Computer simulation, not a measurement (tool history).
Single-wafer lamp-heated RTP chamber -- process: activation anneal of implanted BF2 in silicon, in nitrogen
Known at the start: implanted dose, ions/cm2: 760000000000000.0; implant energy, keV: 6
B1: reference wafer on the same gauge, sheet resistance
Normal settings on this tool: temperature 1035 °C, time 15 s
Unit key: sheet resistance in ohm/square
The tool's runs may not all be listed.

{"run": 1, "hour": 0.0, "temperature": 1035, "time": 15, "B1": 298.97, "sheet resistance": 240.51}
{"hour": 16.0, "done": "gauge calibrated"}
{"run": 2, "hour": 95.5, "temperature": 1035, "time": 15, "B1": 299.29, "sheet resistance": 238.14}
{"run": 3, "hour": 169.7, "temperature": 1035, "time": 15, "B1": 298.68, "sheet resistance": 238.32}
{"hour": 226.4, "done": "reflector plate cleaned"}
{"run": 4, "hour": 242.4, "temperature": 1046, "time": 15, "B1": 299.54, "sheet resistance": 233.42}
{"run": 5, "hour": 290.9, "temperature": 1035, "time": 15, "B1": 299.26, "sheet resistance": 247.91}
{"hour": 306.7, "done": "pyrometer window cleaned and pyrometer calibrated"}
{"run": 6, "hour": 358.0, "temperature": 1035, "time": 20, "B1": 298.77, "sheet resistance": 235.11}
{"run": 7, "hour": 434.7, "temperature": 1035, "time": 20, "B1": 299.01, "sheet resistance": 234.38}
{"run": 8, "hour": 528.8, "temperature": 1035, "time": 15, "B1": 298.91, "sheet resistance": 244.52}
{"run": 9, "hour": 570.4, "temperature": 1035, "time": 15, "B1": 298.91, "sheet resistance": 241.92}
{"run": 10, "hour": 644.3, "temperature": 1035, "time": 15, "B1": 299.03, "sheet resistance": 242.93}
{"run": 11, "hour": 711.1, "temperature": 1035, "time": 15, "B1": 298.8, "sheet resistance": 240.44}
{"hour": 727.4, "done": "pyrometer window cleaned and pyrometer calibrated"}
{"run": 12, "hour": 748.6, "temperature": 1026, "time": 20, "B1": 298.94, "sheet resistance": 242.11}
{"run": 13, "hour": 803.7, "temperature": 1008, "time": 12, "B1": 299.19, "sheet resistance": 296.91}
{"run": 14, "hour": 877.8, "temperature": 1049, "time": 6, "B1": 298.83, "sheet resistance": 260.83}
{"run": 15, "hour": 915.0, "temperature": 1035, "time": 21, "B1": 299.17, "sheet resistance": 224.79}
{"hour": 950.8, "done": "reflector plate cleaned"}
{"run": 16, "hour": 1022.5, "temperature": 1012, "time": 7, "B1": 299.12, "sheet resistance": 339.24}
{"hour": 1043.2, "done": "gauge calibrated"}
{"run": 17, "hour": 1066.7, "temperature": 1035, "time": 15, "B1": 298.77, "sheet resistance": 249.38}
{"run": 18, "hour": 1133.3, "temperature": 1035, "time": 15, "B1": 298.83, "sheet resistance": 249.17}
{"hour": 1152.5, "done": "pyrometer window cleaned and pyrometer calibrated"}
{"run": 19, "hour": 1193.5, "temperature": 1061, "time": 15, "B1": 299.16, "sheet resistance": 210.84}
{"run": 20, "hour": 1312.0, "temperature": 1005, "time": 18, "B1": 298.9, "sheet resistance": 284.63}
{"run": 21, "hour": 1389.4, "temperature": 1050, "time": 15, "B1": 299.27, "sheet resistance": 221.67}
{"run": 22, "hour": 1451.7, "temperature": 1035, "time": 15, "B1": 298.48, "sheet resistance": 242.63}
{"run": 23, "hour": 1554.8, "temperature": 1058, "time": 10, "B1": 298.8, "sheet resistance": 227.4}
{"hour": 1624.1, "done": "pyrometer window cleaned and pyrometer calibrated"}
{"run": 24, "hour": 1626.6, "temperature": 1008, "time": 23, "B1": 298.99, "sheet resistance": 262.43}

Here are 3 independent what-if runs from the current tool condition. What would each one return?
{"run": "A", "hour": 1627.0, "temperature": 1035, "time": 24, "B1": "?", "sheet resistance": "?"}
{"run": "B", "hour": 1627.0, "temperature": 1007, "time": 10, "B1": "?", "sheet resistance": "?"}
{"run": "C", "hour": 1627.0, "temperature": 1064, "time": 20, "B1": "?", "sheet resistance": "?"}

run=A B1=299.02 sheet_resistance=224.00
run=B B1=299.02 sheet_resistance=314.28
run=C B1=299.02 sheet_resistance=195.50
Had the tool no hidden state, the same runs would have come out as:
run=A sheet_resistance=233.24
run=B sheet_resistance=330.03
run=C sheet_resistance=203.36

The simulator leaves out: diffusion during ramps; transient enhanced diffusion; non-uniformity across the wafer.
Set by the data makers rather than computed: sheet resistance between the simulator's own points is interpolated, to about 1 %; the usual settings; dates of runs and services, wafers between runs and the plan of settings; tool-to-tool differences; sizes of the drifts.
